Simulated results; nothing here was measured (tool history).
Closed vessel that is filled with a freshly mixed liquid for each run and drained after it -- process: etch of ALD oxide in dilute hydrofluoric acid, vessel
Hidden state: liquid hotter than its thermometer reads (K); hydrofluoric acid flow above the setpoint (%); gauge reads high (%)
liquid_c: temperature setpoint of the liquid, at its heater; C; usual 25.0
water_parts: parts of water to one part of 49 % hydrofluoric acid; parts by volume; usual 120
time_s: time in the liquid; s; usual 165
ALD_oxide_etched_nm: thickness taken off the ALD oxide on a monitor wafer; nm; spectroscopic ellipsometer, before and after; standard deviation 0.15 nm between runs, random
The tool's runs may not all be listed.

| run | hour | liquid_c | water_parts | time_s | wafers since the last listed run | hours since the thermometer was replaced | hours since the hydrofluoric acid flow meter was replaced | hours since the gauge calibration | read-back film thickness of the ALD oxide reference wafer, read on the same gauge (nm) | ALD_oxide_etched_nm |
|---|---|---|---|---|---|---|---|---|---|---|
| 1 | 0.0 | 25.0 | 120 | 165 | 0 | 2520.3 | 1036.4 | 483.0 | 119.99 | 37.94 |
| 2 | 28.5 | 25.0 | 120 | 165 | 2243 | 2548.8 | 1064.9 | 511.5 | 120.00 | 38.35 |
| 3 | 51.8 | 25.0 | 120 | 165 | 1833 | 2572.1 | 1088.2 | 534.8 | 120.01 | 38.11 |
| 4 | 85.1 | 25.0 | 120 | 165 | 2620 | 2605.4 | 1121.5 | 568.1 | 120.00 | 38.70 |
| 5 | 97.3 | 25.0 | 120 | 210 | 960 | 2617.6 | 1133.7 | 580.3 | 120.01 | 49.17 |
| 6 | 119.4 | 25.0 | 120 | 210 | 1739 | 2639.7 | 1155.8 | 602.4 | 120.00 | 48.93 |
| 7 | 138.2 | 25.0 | 120 | 210 | 1479 | 2658.5 | 1174.6 | 621.2 | 119.98 | 49.29 |
| 8 | 154.9 | 25.0 | 120 | 165 | 1314 | 2675.2 | 1191.3 | 637.9 | 119.99 | 38.82 |
| 9 | 183.1 | 25.0 | 120 | 165 | 2219 | 2703.4 | 1219.5 | 666.1 | 120.02 | 38.71 |
| 10 | 210.6 | 25.0 | 120 | 165 | 2164 | 2730.9 | 1247.0 | 693.6 | 120.00 | 38.80 |
|  | 218.7 | gauge calibrated |
|  | 219.1 | hydrofluoric acid flow meter replaced |
| 11 | 240.1 | 25.0 | 95 | 95 | 2243 | 2760.4 | 21.0 | 21.4 | 120.00 | 26.11 |
| 12 | 259.3 | 25.0 | 120 | 165 | 1511 | 2779.6 | 40.2 | 40.6 | 119.98 | 35.14 |
| 13 | 278.2 | 25.0 | 120 | 165 | 1487 | 2798.5 | 59.1 | 59.5 | 120.00 | 35.08 |
| 14 | 293.7 | 25.0 | 120 | 165 | 1219 | 2814.0 | 74.6 | 75.0 | 120.00 | 35.07 |
| 15 | 318.6 | 25.0 | 120 | 165 | 1959 | 2838.9 | 99.5 | 99.9 | 119.99 | 35.10 |
| 16 | 333.6 | 25.0 | 65 | 230 | 1180 | 2853.9 | 114.5 | 114.9 | 119.99 | 98.08 |
| 17 | 350.5 | 25.0 | 155 | 165 | 1330 | 2870.8 | 131.4 | 131.8 | 120.02 | 26.16 |
| 18 | 376.8 | 25.0 | 120 | 165 | 2069 | 2897.1 | 157.7 | 158.1 | 120.02 | 35.45 |
| 19 | 393.4 | 22.5 | 160 | 75 | 1306 | 2913.7 | 174.3 | 174.7 | 119.98 | 10.44 |
|  | 410.8 | thermometer replaced |
| 20 | 411.9 | 25.0 | 120 | 95 | 1377 | 1.1 | 192.8 | 193.2 | 119.98 | 20.42 |
| 21 | 437.9 | 28.5 | 85 | 215 | 2046 | 27.1 | 218.8 | 219.2 | 119.99 | 78.49 |
| 22 | 456.9 | 28.0 | 120 | 165 | 1495 | 46.1 | 237.8 | 238.2 | 119.99 | 40.02 |
| 23 | 490.6 | 29.0 | 120 | 125 | 2652 | 79.8 | 271.5 | 271.9 | 120.01 | 31.44 |
| 24 | 504.7 | 27.5 | 65 | 165 | 1109 | 93.9 | 285.6 | 286.0 | 120.00 | 78.75 |
| 25 | 526.0 | 23.5 | 135 | 115 | 1676 | 115.2 | 306.9 | 307.3 | 119.99 | 20.84 |
| 26 | 546.9 | 25.0 | 120 | 165 | 1644 | 136.1 | 327.8 | 328.2 | 120.01 | 36.19 |
| 27 | 580.4 | 20.0 | 120 | 85 | 2636 | 169.6 | 361.3 | 361.7 | 119.99 | 15.23 |

Alternative continuations, all from the tool just after run 27; predict every row:
| A | 581.1 | 20.5 | 120 | 165 | 55 | 170.3 | 362.0 | 362.4 | ? | ? |
| B | 581.1 | 26.5 | 180 | 245 | 55 | 170.3 | 362.0 | 362.4 | ? | ? |
| C | 581.1 | 26.5 | 85 | 65 | 55 | 170.3 | 362.0 | 362.4 | ? | ? |
| D | 581.1 | 27.5 | 120 | 215 | 55 | 170.3 | 362.0 | 362.4 | ? | ? |

| run | read-back film thickness of the ALD oxide reference wafer, read on the same gauge (nm) | ALD_oxide_etched_nm |
|---|---|---|
| A | 120.00 | 30.10 |
| B | 120.00 | 35.21 |
| C | 120.00 | 22.14 |
| D | 120.00 | 51.61 |
With the hidden condition removed and each run's random variation left untouched, the same runs would have given:
| run | ALD_oxide_etched_nm |
|---|---|
| A | 28.25 |
| B | 32.90 |
| C | 20.80 |
| D | 48.38 |

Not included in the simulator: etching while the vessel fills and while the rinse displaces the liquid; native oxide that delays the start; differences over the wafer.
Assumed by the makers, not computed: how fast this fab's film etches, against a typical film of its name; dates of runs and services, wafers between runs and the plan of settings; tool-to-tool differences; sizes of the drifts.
